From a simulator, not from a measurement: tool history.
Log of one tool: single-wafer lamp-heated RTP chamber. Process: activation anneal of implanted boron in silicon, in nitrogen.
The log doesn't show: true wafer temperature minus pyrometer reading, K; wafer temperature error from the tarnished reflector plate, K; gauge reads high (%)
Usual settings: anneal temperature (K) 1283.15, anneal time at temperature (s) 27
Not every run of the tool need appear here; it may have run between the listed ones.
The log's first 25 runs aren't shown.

run     day  anneal temperature (K)  anneal time at temperature (s)  wafers since the last listed run  wafers since the last pyrometer calibration  wafers since the reflector plate was cleaned  hours since the gauge calibration  read-back reference wafer on the same gauge, sheet resistance  sheet resistance of the implanted and annealed layer (ohm/square)
 26  48.312                 1313.15                              38                               721                                         2852                                          2919                              298.4                                                         299.94                                                             304.99
     49.954  -- pyrometer window cleaned and pyrometer calibrated
 27  50.075                 1268.15                              36                               347                                           29                                          3267                              340.7                                                         299.89                                                             312.98
 28  51.162                 1283.15                              27                               264                                          293                                          3531                              366.8                                                         300.01                                                             310.08
 29    52.3                 1258.15                              17                               276                                          569                                          3807                              394.1                                                         300.02                                                             322.39
 30  53.638                 1272.15                              21                               324                                          894                                          4132                              426.2                                                         300.07                                                             313.67
 31  54.946                 1307.15                              15                               317                                         1211                                          4450                              457.6                                                         299.88                                                             308.44
 32  57.575                 1296.15                              43                               638                                         1850                                          5088                              520.7                                                         299.92                                                             306.32
 33  60.246                 1304.15                              14                               648                                         2499                                          5737                              584.8                                                         299.98                                                             307.95

Each row is a separate what-if for the run after 33, all from the same tool condition, not one after another. Results?
  A  60.262                 1283.15                              27                                 4                                         2503                                          5741                              585.2                                                              ?                                                                  ?
  B  60.262                 1313.15                              17                                 4                                         2503                                          5741                              585.2                                                              ?                                                                  ?
  C  60.262                 1272.15                              27                                 4                                         2503                                          5741                              585.2                                                              ?                                                                  ?
  D  60.262                 1292.15                              27                                 4                                         2503                                          5741                              585.2                                                              ?                                                                  ?
  E  60.262                 1268.15                              42                                 4                                         2503                                          5741                              585.2                                                              ?                                                                  ?

run  read-back reference wafer on the same gauge, sheet resistance  sheet resistance of the implanted and annealed layer (ohm/square)
  A                                                         300.04                                                             309.39
  B                                                         300.04                                                             307.16
  C                                                         300.04                                                             312.01
  D                                                         300.04                                                             308.05
  E                                                         300.04                                                             311.68
Without the tool's unlogged condition, the same runs would have read:
run  sheet resistance of the implanted and annealed layer (ohm/square)
  A                                                             310.47
  B                                                             307.53
  C                                                             313.97
  D                                                             308.79
  E                                                             313.73
